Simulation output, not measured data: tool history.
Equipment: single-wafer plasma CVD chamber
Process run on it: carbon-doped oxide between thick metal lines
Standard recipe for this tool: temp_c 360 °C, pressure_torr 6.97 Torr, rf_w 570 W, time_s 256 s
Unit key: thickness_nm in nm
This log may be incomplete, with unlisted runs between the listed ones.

| run | hour | temp_c | pressure_torr | rf_w | time_s | read-back reference wafer on the same gauge, thickness_nm | thickness_nm |
|---|---|---|---|---|---|---|---|
| 1 | 0.0 | 360 | 6.97 | 570 | 256 | 1649.388 | 1349.187 |
| 2 | 12.6 | 360 | 6.97 | 570 | 256 | 1649.737 | 1341.332 |
| 3 | 22.5 | 360 | 6.97 | 570 | 256 | 1650.855 | 1347.300 |
| 4 | 38.2 | 360 | 6.97 | 570 | 256 | 1649.192 | 1341.965 |
| 5 | 44.6 | 360 | 6.97 | 570 | 256 | 1649.354 | 1338.654 |
| 6 | 57.9 | 360 | 6.97 | 570 | 256 | 1648.615 | 1341.567 |
| 7 | 66.6 | 360 | 6.97 | 570 | 256 | 1649.842 | 1334.312 |
| 8 | 73.7 | 360 | 6.97 | 570 | 256 | 1650.665 | 1337.053 |
|  | 80.2 | gauge calibrated |
| 9 | 82.6 | 360 | 6.97 | 570 | 256 | 1650.795 | 1334.799 |
|  | 95.3 | thermocouple changed; heater temperature recalibrated |
|  | 96.3 | RF generator calibrated |
|  | 119.8 | capacitance manometer re-zeroed and calibrated |
| 10 | 131.7 | 360 | 6.97 | 570 | 256 | 1650.293 | 1385.434 |
| 11 | 139.4 | 360 | 6.97 | 480 | 256 | 1651.027 | 1274.488 |
| 12 | 150.8 | 360 | 6.97 | 570 | 256 | 1649.666 | 1377.863 |
| 13 | 162.0 | 360 | 6.97 | 570 | 256 | 1651.822 | 1381.246 |
| 14 | 173.8 | 360 | 6.97 | 530 | 233 | 1648.609 | 1212.690 |
| 15 | 180.4 | 366 | 6.97 | 570 | 301 | 1648.553 | 1594.696 |
|  | 189.6 | showerhead replaced |
| 16 | 191.2 | 346 | 8.52 | 535 | 222 | 1650.525 | 1225.507 |
| 17 | 198.5 | 374 | 6.97 | 570 | 256 | 1650.800 | 1337.655 |
| 18 | 205.9 | 360 | 6.97 | 570 | 256 | 1648.928 | 1377.641 |
| 19 | 223.5 | 367 | 6.97 | 480 | 256 | 1649.862 | 1249.274 |
| 20 | 241.0 | 367 | 8.36 | 620 | 256 | 1650.023 | 1428.032 |
| 21 | 247.1 | 372 | 8.04 | 470 | 219 | 1648.999 | 1058.288 |

Predict each of these 5 candidate next runs independently; none follows another, all start after run 21:
| A | 247.6 | 372 | 6.97 | 570 | 256 | ? | ? |
| B | 247.6 | 360 | 8.12 | 655 | 229 | ? | ? |
| C | 247.6 | 360 | 5.54 | 630 | 256 | ? | ? |
| D | 247.6 | 356 | 6.97 | 570 | 216 | ? | ? |
| E | 247.6 | 373 | 6.97 | 465 | 256 | ? | ? |

| run | read-back reference wafer on the same gauge, thickness_nm | thickness_nm |
|---|---|---|
| A | 1650.320 | 1338.668 |
| B | 1650.320 | 1329.365 |
| C | 1650.320 | 1417.086 |
| D | 1650.320 | 1176.478 |
| E | 1650.320 | 1214.986 |
Stripped of hidden state, with their random variation kept, the same runs would have yielded:
| run | thickness_nm |
|---|---|
| A | 1345.576 |
| B | 1336.225 |
| C | 1424.399 |
| D | 1182.549 |
| E | 1221.600 |
